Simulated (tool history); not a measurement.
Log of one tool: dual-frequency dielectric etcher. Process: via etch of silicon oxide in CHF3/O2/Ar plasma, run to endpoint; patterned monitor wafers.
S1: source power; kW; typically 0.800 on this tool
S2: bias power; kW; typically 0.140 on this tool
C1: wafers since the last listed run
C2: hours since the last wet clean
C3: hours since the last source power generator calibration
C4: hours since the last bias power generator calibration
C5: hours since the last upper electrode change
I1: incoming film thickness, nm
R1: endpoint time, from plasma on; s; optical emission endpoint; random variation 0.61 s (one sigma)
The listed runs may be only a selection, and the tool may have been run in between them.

{"run": 1, "hour": 0.0, "S1": 0.9, "S2": 0.14, "C1": 0, "C2": 304.3, "C3": 4709.6, "C4": 2180.9, "C5": 4554.9, "I1": 427.4, "R1": 198.8}
{"run": 2, "hour": 33.0, "S1": 0.9, "S2": 0.14, "C1": 156, "C2": 337.3, "C3": 4742.6, "C4": 2213.9, "C5": 4587.9, "I1": 422.1, "R1": 195.7}
{"run": 3, "hour": 65.8, "S1": 0.9, "S2": 0.14, "C1": 155, "C2": 370.1, "C3": 4775.4, "C4": 2246.7, "C5": 4620.7, "I1": 419.3, "R1": 194.8}
{"run": 4, "hour": 84.1, "S1": 0.8, "S2": 0.14, "C1": 86, "C2": 388.4, "C3": 4793.7, "C4": 2265.0, "C5": 4639.0, "I1": 424.2, "R1": 207.4}
{"run": 5, "hour": 115.1, "S1": 0.8, "S2": 0.14, "C1": 146, "C2": 419.4, "C3": 4824.7, "C4": 2296.0, "C5": 4670.0, "I1": 425.2, "R1": 209.1}
{"run": 6, "hour": 128.4, "S1": 0.8, "S2": 0.14, "C1": 63, "C2": 432.7, "C3": 4838.0, "C4": 2309.3, "C5": 4683.3, "I1": 419.3, "R1": 206.9}
{"run": 7, "hour": 141.4, "S1": 0.8, "S2": 0.14, "C1": 61, "C2": 445.7, "C3": 4851.0, "C4": 2322.3, "C5": 4696.3, "I1": 424.1, "R1": 207.9}
{"run": 8, "hour": 164.2, "S1": 0.8, "S2": 0.14, "C1": 108, "C2": 468.5, "C3": 4873.8, "C4": 2345.1, "C5": 4719.1, "I1": 425.1, "R1": 210.3}
{"hour": 203.2, "done": "wet clean of the chamber"}
{"hour": 237.5, "done": "upper electrode replaced"}
{"run": 9, "hour": 268.0, "S1": 0.8, "S2": 0.14, "C1": 264, "C2": 64.8, "C3": 4977.6, "C4": 2448.9, "C5": 30.5, "I1": 422.9, "R1": 202.7}
{"run": 10, "hour": 295.1, "S1": 0.8, "S2": 0.14, "C1": 128, "C2": 91.9, "C3": 5004.7, "C4": 2476.0, "C5": 57.6, "I1": 423.7, "R1": 204.2}
{"run": 11, "hour": 318.6, "S1": 0.91, "S2": 0.127, "C1": 111, "C2": 115.4, "C3": 5028.2, "C4": 2499.5, "C5": 81.1, "I1": 423.3, "R1": 196.6}
{"hour": 337.7, "done": "bias power generator calibrated"}
{"hour": 350.3, "done": "source power generator calibrated"}
{"run": 12, "hour": 352.9, "S1": 0.95, "S2": 0.114, "C1": 124, "C2": 149.7, "C3": 2.6, "C4": 15.2, "C5": 115.4, "I1": 421.5, "R1": 197.9}
{"run": 13, "hour": 378.3, "S1": 0.8, "S2": 0.14, "C1": 120, "C2": 175.1, "C3": 28.0, "C4": 40.6, "C5": 140.8, "I1": 424.7, "R1": 205.2}
{"run": 14, "hour": 411.4, "S1": 0.64, "S2": 0.172, "C1": 156, "C2": 208.2, "C3": 61.1, "C4": 73.7, "C5": 173.9, "I1": 422.1, "R1": 216.1}
{"run": 15, "hour": 429.7, "S1": 1.0, "S2": 0.175, "C1": 86, "C2": 226.5, "C3": 79.4, "C4": 92.0, "C5": 192.2, "I1": 424.6, "R1": 176.8}
{"run": 16, "hour": 448.0, "S1": 0.72, "S2": 0.151, "C1": 86, "C2": 244.8, "C3": 97.7, "C4": 110.3, "C5": 210.5, "I1": 422.8, "R1": 211.7}
{"run": 17, "hour": 472.7, "S1": 0.65, "S2": 0.123, "C1": 117, "C2": 269.5, "C3": 122.4, "C4": 135.0, "C5": 235.2, "I1": 423.2, "R1": 233.6}
{"run": 18, "hour": 495.9, "S1": 0.64, "S2": 0.117, "C1": 109, "C2": 292.7, "C3": 145.6, "C4": 158.2, "C5": 258.4, "I1": 425.3, "R1": 241.0}

What differs in the tool's unlogged condition from the final listed run ahead of each entry between runs to the first listed run following it?
Run 8 -> run 9: wet clean of the chamber (hour 203.2); upper electrode replaced (hour 237.5)
  etch rate over this chamber's usual, %: -2.8 -> -0.0855
  measured result minus the result with no hidden state, R1: +5.9 -> +0.2 s
Run 11 -> run 12: bias power generator calibrated (hour 337.7); source power generator calibrated (hour 350.3)
  etch rate over this chamber's usual, %: -0.423 -> -0.651
  measured result minus the result with no hidden state, R1: +0.8 -> +1.3 s
